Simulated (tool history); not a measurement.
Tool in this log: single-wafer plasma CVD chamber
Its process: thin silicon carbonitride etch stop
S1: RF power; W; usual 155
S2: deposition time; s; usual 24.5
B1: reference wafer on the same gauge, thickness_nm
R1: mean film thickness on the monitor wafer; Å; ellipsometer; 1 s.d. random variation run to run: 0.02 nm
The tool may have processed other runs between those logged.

{"run": 1, "day": 0.0, "S1": 155, "S2": 24.5, "B1": 14.805, "R1": 131.8}
{"run": 2, "day": 2.104, "S1": 155, "S2": 24.5, "B1": 14.802, "R1": 131.56}
{"run": 3, "day": 4.929, "S1": 155, "S2": 24.5, "B1": 14.799, "R1": 131.68}
{"run": 4, "day": 7.912, "S1": 155, "S2": 24.5, "B1": 14.798, "R1": 131.81}
{"run": 5, "day": 8.95, "S1": 155, "S2": 24.5, "B1": 14.797, "R1": 131.36}
{"run": 6, "day": 11.342, "S1": 180, "S2": 23.3, "B1": 14.803, "R1": 128.63}
{"run": 7, "day": 13.512, "S1": 180, "S2": 23.3, "B1": 14.802, "R1": 128.43}
{"run": 8, "day": 16.383, "S1": 180, "S2": 23.3, "B1": 14.801, "R1": 128.53}
{"run": 9, "day": 18.1, "S1": 175, "S2": 24.5, "B1": 14.802, "R1": 134.4}
{"day": 20.596, "done": "thermocouple changed; heater temperature recalibrated"}
{"run": 10, "day": 20.675, "S1": 175, "S2": 24.5, "B1": 14.802, "R1": 134.44}
{"day": 21.862, "done": "showerhead replaced"}
{"run": 11, "day": 22.096, "S1": 175, "S2": 24.5, "B1": 14.796, "R1": 134.29}
{"day": 25.229, "done": "RF generator calibrated"}
{"run": 12, "day": 25.25, "S1": 165, "S2": 22.7, "B1": 14.801, "R1": 125.06}
{"run": 13, "day": 26.992, "S1": 170, "S2": 22.1, "B1": 14.798, "R1": 122.14}
{"run": 14, "day": 29.5, "S1": 155, "S2": 24.5, "B1": 14.802, "R1": 133.02}
{"run": 15, "day": 31.692, "S1": 180, "S2": 28.3, "B1": 14.798, "R1": 157.9}
{"run": 16, "day": 34.5, "S1": 155, "S2": 24.5, "B1": 14.798, "R1": 132.75}
{"day": 34.804, "done": "gauge calibrated"}
{"run": 17, "day": 36.25, "S1": 185, "S2": 28.3, "B1": 14.796, "R1": 158.2}
{"run": 18, "day": 37.604, "S1": 170, "S2": 24.5, "B1": 14.8, "R1": 134.82}
{"run": 19, "day": 42.054, "S1": 180, "S2": 23.3, "B1": 14.799, "R1": 129.53}
{"run": 20, "day": 50.392, "S1": 180, "S2": 28.8, "B1": 14.804, "R1": 159.86}
{"run": 21, "day": 51.654, "S1": 155, "S2": 24.5, "B1": 14.799, "R1": 132.59}
{"run": 22, "day": 53.162, "S1": 155, "S2": 27.7, "B1": 14.798, "R1": 149.99}

Pick out some run-to-run changes in R1. Of each, how much would a tool without hidden state show as well, from the settings, what came in and chance, and how much is left for the hidden state and any gauge scatter not in both results compared?
The tool's hidden condition here consists of: wafer temperature above the value expected at the setpoint (K); delivered RF power above the setpoint (%); gauge reads high (%).
Run 11 -> 12: S1 175 -> 165, S2 24.5 -> 22.7, RF generator calibrated. R1 -9.23 Å: hidden state +1.78, all else -11.01.
Run 19 -> 20: S2 23.3 -> 28.8. R1 +30.33 Å: hidden state -0.55, all else +30.88.
Run 20 -> 21: S1 180 -> 155, S2 28.8 -> 24.5. R1 -27.27 Å: hidden state +0.23, all else -27.5.
